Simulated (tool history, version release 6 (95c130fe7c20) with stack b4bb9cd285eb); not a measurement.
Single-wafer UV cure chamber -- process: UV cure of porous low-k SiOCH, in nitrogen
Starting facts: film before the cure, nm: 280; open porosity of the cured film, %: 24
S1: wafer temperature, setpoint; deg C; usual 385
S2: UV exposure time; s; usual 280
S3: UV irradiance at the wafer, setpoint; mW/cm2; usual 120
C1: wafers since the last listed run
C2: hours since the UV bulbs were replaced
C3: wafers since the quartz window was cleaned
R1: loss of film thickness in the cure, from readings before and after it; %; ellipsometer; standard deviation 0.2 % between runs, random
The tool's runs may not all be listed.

Run 1, hour 0.0: usual settings but S1 400 deg C; C1 0; C2 1713.2; C3 954. Result: R1 11.319 %.
Run 2, hour 12.7: usual settings but S1 400 deg C; C1 127; C2 1725.9; C3 1081. Result: R1 11.566 %.
Run 3, hour 26.9: usual settings but S1 400 deg C; C1 142; C2 1740.1; C3 1223. Result: R1 11.339 %.
Run 4, hour 39.0: usual settings but S2 175 s; C1 121; C2 1752.2; C3 1344. Result: R1 9.263 %.
Run 5, hour 62.4: usual settings but S2 175 s; C1 234; C2 1775.6; C3 1579. Result: R1 9.111 %.
Run 6, hour 79.9: usual settings; C1 175; C2 1793.1; C3 1754. Result: R1 11.172 %.
Run 7, hour 108.4: usual settings; C1 285; C2 1821.6; C3 2039. Result: R1 10.835 %.
Run 8, hour 130.1: usual settings but S1 379 deg C, S2 210 s; C1 217; C2 1843.3; C3 2256. Result: R1 9.774 %.
Run 9, hour 165.2: usual settings but S3 107 mW/cm2; C1 351; C2 1878.4; C3 2607. Result: R1 10.728 %.
Run 10, hour 192.5: usual settings but S3 107 mW/cm2; C1 273; C2 1905.7; C3 2881. Result: R1 10.708 %.
Run 11, hour 225.5: usual settings but S3 107 mW/cm2; C1 330; C2 1938.7; C3 3211. Result: R1 10.771 %.
Run 12, hour 251.7: usual settings; C1 262; C2 1964.9; C3 3473. Result: R1 10.953 %.
Run 13, hour 274.9: usual settings; C1 232; C2 1988.1; C3 3705. Result: R1 11.088 %.
Run 14, hour 306.1: usual settings but S3 90 mW/cm2; C1 312; C2 2019.3; C3 4017. Result: R1 9.981 %.
Run 15, hour 331.1: usual settings; C1 250; C2 2044.3; C3 4268. Result: R1 11.107 %.
At hour 345.3: quartz window cleaned.
Run 16, hour 353.4: usual settings; C1 143; C2 2066.6; C3 81. Result: R1 11.044 %.
Run 17, hour 386.5: usual settings; C1 331; C2 2099.7; C3 412. Result: R1 11.101 %.
Run 18, hour 400.9: usual settings; C1 144; C2 2114.1; C3 556. Result: R1 11.213 %.
At hour 427.7: UV bulbs replaced.
Run 19, hour 433.1: usual settings but S1 369 deg C; C1 242; C2 5.4; C3 798. Result: R1 13.305 %.
Run 20, hour 450.0: usual settings but S1 398 deg C; C1 169; C2 22.3; C3 967. Result: R1 13.932 %.
Run 21, hour 467.0: usual settings but S1 398 deg C; C1 170; C2 39.3; C3 1137. Result: R1 13.566 %.
Run 22, hour 516.3: usual settings; C1 493; C2 88.6; C3 1631. Result: R1 13.606 %.
Run 23, hour 537.7: usual settings; C1 214; C2 110.0; C3 1845. Result: R1 12.954 %.
Run 24, hour 558.7: usual settings but S3 136 mW/cm2; C1 210; C2 131.0; C3 2055. Result: R1 13.619 %.
Run 25, hour 572.5: usual settings but S1 373 deg C, S2 215 s, S3 96 mW/cm2; C1 138; C2 144.8; C3 2193. Result: R1 10.550 %.
Run 26, hour 596.4: usual settings but S1 393 deg C, S2 235 s, S3 147 mW/cm2; C1 239; C2 168.7; C3 2432. Result: R1 13.662 %.
Run 27, hour 610.6: usual settings; C1 142; C2 182.9; C3 2575. Result: R1 13.039 %.
Run 28, hour 623.6: usual settings but S1 367 deg C; C1 130; C2 195.9; C3 2705. Result: R1 12.616 %.
Run 29, hour 659.0: usual settings but S1 399 deg C, S2 155 s; C1 354; C2 231.3; C3 3059. Result: R1 10.551 %.
Run 30, hour 677.4: usual settings but S1 393 deg C, S2 235 s, S3 147 mW/cm2; C1 184; C2 249.7; C3 3243. Result: R1 13.304 %.
Run 31, hour 695.9: usual settings but S1 392 deg C, S2 395 s, S3 94 mW/cm2; C1 185; C2 268.2; C3 3428. Result: R1 13.342 %.
Run 32, hour 719.2: usual settings but S1 400 deg C, S2 180 s, S3 142 mW/cm2; C1 233; C2 291.5; C3 3661. Result: R1 11.588 %.
Run 33, hour 749.1: usual settings; C1 299; C2 321.4; C3 3961. Result: R1 12.754 %.
Run 34, hour 776.0: usual settings but S1 371 deg C; C1 269; C2 348.3; C3 4230. Result: R1 12.405 %.
At hour 784.5: quartz window cleaned.
Run 35, hour 802.7: usual settings but S1 367 deg C, S2 365 s, S3 101 mW/cm2; C1 187; C2 375.0; C3 182. Result: R1 12.819 %.
Run 36, hour 822.1: usual settings but S3 80 mW/cm2; C1 194; C2 394.4; C3 376. Result: R1 10.843 %.
Run 37, hour 836.9: usual settings but S1 404 deg C, S2 235 s, S3 131 mW/cm2; C1 148; C2 409.2; C3 524. Result: R1 12.418 %.
Run 38, hour 872.0: usual settings; C1 351; C2 444.3; C3 875. Result: R1 12.505 %.
Run 39, hour 903.2: usual settings; C1 312; C2 475.5; C3 1187. Result: R1 12.462 %.
Run 40, hour 917.4: usual settings but S1 378 deg C; C1 142; C2 489.7; C3 1329. Result: R1 12.721 %.
Run 41, hour 946.9: usual settings but S1 374 deg C, S2 230 s, S3 132 mW/cm2; C1 295; C2 519.2; C3 1625. Result: R1 11.924 %.
Run 42, hour 959.0: usual settings but S1 371 deg C, S3 146 mW/cm2; C1 121; C2 531.3; C3 1746. Result: R1 13.309 %.
Run 43, hour 977.0: usual settings but S1 399 deg C, S2 330 s, S3 136 mW/cm2; C1 180; C2 549.3; C3 1926. Result: R1 13.874 %.

Predict the results of run 44:
Run 44, hour 1004.6: usual settings but S1 395 deg C, S3 105 mW/cm2; C1 276; C2 576.9; C3 2202. Result: R1 ?.

Logged for run 44: R1 11.938 %.
Minus the tool's unlogged condition, the same run would have read R1 13.196 %.

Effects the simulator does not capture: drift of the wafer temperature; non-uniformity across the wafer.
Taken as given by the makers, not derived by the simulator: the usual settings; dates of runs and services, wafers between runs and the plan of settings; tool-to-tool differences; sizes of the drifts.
